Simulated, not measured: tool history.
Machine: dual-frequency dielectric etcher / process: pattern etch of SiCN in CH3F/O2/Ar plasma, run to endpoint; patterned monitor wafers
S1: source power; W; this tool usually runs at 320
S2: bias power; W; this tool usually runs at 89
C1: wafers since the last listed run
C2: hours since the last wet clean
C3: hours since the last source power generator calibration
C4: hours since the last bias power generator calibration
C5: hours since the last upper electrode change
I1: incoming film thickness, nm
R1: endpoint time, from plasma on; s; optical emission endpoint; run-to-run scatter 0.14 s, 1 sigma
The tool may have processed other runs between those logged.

{"run": 1, "hour": 0.0, "S1": 320, "S2": 89, "C1": 0, "C2": 134.7, "C3": 2953.6, "C4": 2341, "C5": 1908.9, "I1": 7, "R1": 17.7}
{"run": 2, "hour": 70.2, "S1": 320, "S2": 89, "C1": 936, "C2": 204.9, "C3": 3023.8, "C4": 2411.2, "C5": 1979.1, "I1": 7.01, "R1": 17.6}
{"run": 3, "hour": 125.2, "S1": 320, "S2": 89, "C1": 733, "C2": 259.9, "C3": 3078.8, "C4": 2466.2, "C5": 2034.1, "I1": 6.99, "R1": 17.5}
{"run": 4, "hour": 223.4, "S1": 370, "S2": 74, "C1": 1310, "C2": 358.1, "C3": 3177, "C4": 2564.4, "C5": 2132.3, "I1": 7.06, "R1": 17.9}
{"run": 5, "hour": 290.2, "S1": 320, "S2": 83, "C1": 891, "C2": 424.9, "C3": 3243.8, "C4": 2631.2, "C5": 2199.1, "I1": 7.03, "R1": 18.1}
{"run": 6, "hour": 335.9, "S1": 320, "S2": 83, "C1": 609, "C2": 470.6, "C3": 3289.5, "C4": 2676.9, "C5": 2244.8, "I1": 6.98, "R1": 17.6}
{"run": 7, "hour": 437.4, "S1": 320, "S2": 83, "C1": 1354, "C2": 572.1, "C3": 3391, "C4": 2778.4, "C5": 2346.3, "I1": 6.99, "R1": 17.4}
{"run": 8, "hour": 475.2, "S1": 270, "S2": 76, "C1": 504, "C2": 609.9, "C3": 3428.8, "C4": 2816.2, "C5": 2384.1, "I1": 6.93, "R1": 18.9}
{"hour": 499.4, "done": "wet clean of the chamber"}
{"run": 9, "hour": 532.7, "S1": 270, "S2": 76, "C1": 446, "C2": 33.3, "C3": 3486.3, "C4": 2873.7, "C5": 2441.6, "I1": 6.99, "R1": 20.2}
{"run": 10, "hour": 573.4, "S1": 320, "S2": 100, "C1": 543, "C2": 74, "C3": 3527, "C4": 2914.4, "C5": 2482.3, "I1": 7.01, "R1": 17}
{"run": 11, "hour": 618.9, "S1": 320, "S2": 100, "C1": 607, "C2": 119.5, "C3": 3572.5, "C4": 2959.9, "C5": 2527.8, "I1": 6.99, "R1": 17}
{"run": 12, "hour": 676.1, "S1": 320, "S2": 89, "C1": 763, "C2": 176.7, "C3": 3629.7, "C4": 3017.1, "C5": 2585, "I1": 7.01, "R1": 17.7}
{"hour": 738.5, "done": "upper electrode replaced"}
{"run": 13, "hour": 774.6, "S1": 280, "S2": 73, "C1": 994, "C2": 275.2, "C3": 3728.2, "C4": 3115.6, "C5": 36.1, "I1": 6.99, "R1": 19.7}
{"hour": 819.8, "done": "source power generator calibrated"}
{"run": 14, "hour": 866.6, "S1": 320, "S2": 89, "C1": 1174, "C2": 367.2, "C3": 46.8, "C4": 3207.6, "C5": 128.1, "I1": 7, "R1": 17.2}
{"run": 15, "hour": 963.9, "S1": 320, "S2": 89, "C1": 1298, "C2": 464.5, "C3": 144.1, "C4": 3304.9, "C5": 225.4, "I1": 6.99, "R1": 17.3}
{"run": 16, "hour": 1010.2, "S1": 390, "S2": 89, "C1": 617, "C2": 510.8, "C3": 190.4, "C4": 3351.2, "C5": 271.7, "I1": 6.84, "R1": 15.6}
{"hour": 1113.3, "done": "wet clean of the chamber"}
{"run": 17, "hour": 1113.8, "S1": 370, "S2": 98, "C1": 1062, "C2": 0.5, "C3": 294, "C4": 3454.8, "C5": 375.3, "I1": 6.99, "R1": 16.2}
{"hour": 1162.7, "done": "bias power generator calibrated"}
{"run": 18, "hour": 1189.5, "S1": 320, "S2": 99, "C1": 956, "C2": 76.2, "C3": 369.7, "C4": 26.8, "C5": 451, "I1": 6.99, "R1": 16.9}
{"run": 19, "hour": 1236.0, "S1": 290, "S2": 73, "C1": 620, "C2": 122.7, "C3": 416.2, "C4": 73.3, "C5": 497.5, "I1": 6.97, "R1": 19.3}
{"run": 20, "hour": 1287.4, "S1": 280, "S2": 89, "C1": 685, "C2": 174.1, "C3": 467.6, "C4": 124.7, "C5": 548.9, "I1": 7, "R1": 18.1}
{"run": 21, "hour": 1365.5, "S1": 360, "S2": 75, "C1": 1042, "C2": 252.2, "C3": 545.7, "C4": 202.8, "C5": 627, "I1": 7.03, "R1": 17.9}
{"run": 22, "hour": 1455.8, "S1": 320, "S2": 100, "C1": 1204, "C2": 342.5, "C3": 636, "C4": 293.1, "C5": 717.3, "I1": 6.98, "R1": 16.3}
{"run": 23, "hour": 1529.9, "S1": 320, "S2": 89, "C1": 988, "C2": 416.6, "C3": 710.1, "C4": 367.2, "C5": 791.4, "I1": 6.95, "R1": 17.1}
{"run": 24, "hour": 1590.4, "S1": 250, "S2": 71, "C1": 807, "C2": 477.1, "C3": 770.6, "C4": 427.7, "C5": 851.9, "I1": 6.98, "R1": 19.8}

Alternative continuations, all from the tool just after run 24; predict every row:
{"run": "A", "hour": 1590.8, "S1": 320, "S2": 110, "C1": 5, "C2": 477.5, "C3": 771, "C4": 428.1, "C5": 852.3, "I1": 7.03, "R1": "?"}
{"run": "B", "hour": 1590.8, "S1": 360, "S2": 77, "C1": 5, "C2": 477.5, "C3": 771, "C4": 428.1, "C5": 852.3, "I1": 7.03, "R1": "?"}
{"run": "C", "hour": 1590.8, "S1": 320, "S2": 102, "C1": 5, "C2": 477.5, "C3": 771, "C4": 428.1, "C5": 852.3, "I1": 7.03, "R1": "?"}
{"run": "D", "hour": 1590.8, "S1": 390, "S2": 108, "C1": 5, "C2": 477.5, "C3": 771, "C4": 428.1, "C5": 852.3, "I1": 7.03, "R1": "?"}
{"run": "E", "hour": 1590.8, "S1": 270, "S2": 78, "C1": 5, "C2": 477.5, "C3": 771, "C4": 428.1, "C5": 852.3, "I1": 7.03, "R1": "?"}

run=A R1=15.8
run=B R1=17.4
run=C R1=16.3
run=D R1=14.9
run=E R1=19
With the hidden condition removed and each run's random variation left untouched, the same runs would have given:
run=A R1=16.6
run=B R1=18.2
run=C R1=17.1
run=D R1=15.7
run=E R1=19.9

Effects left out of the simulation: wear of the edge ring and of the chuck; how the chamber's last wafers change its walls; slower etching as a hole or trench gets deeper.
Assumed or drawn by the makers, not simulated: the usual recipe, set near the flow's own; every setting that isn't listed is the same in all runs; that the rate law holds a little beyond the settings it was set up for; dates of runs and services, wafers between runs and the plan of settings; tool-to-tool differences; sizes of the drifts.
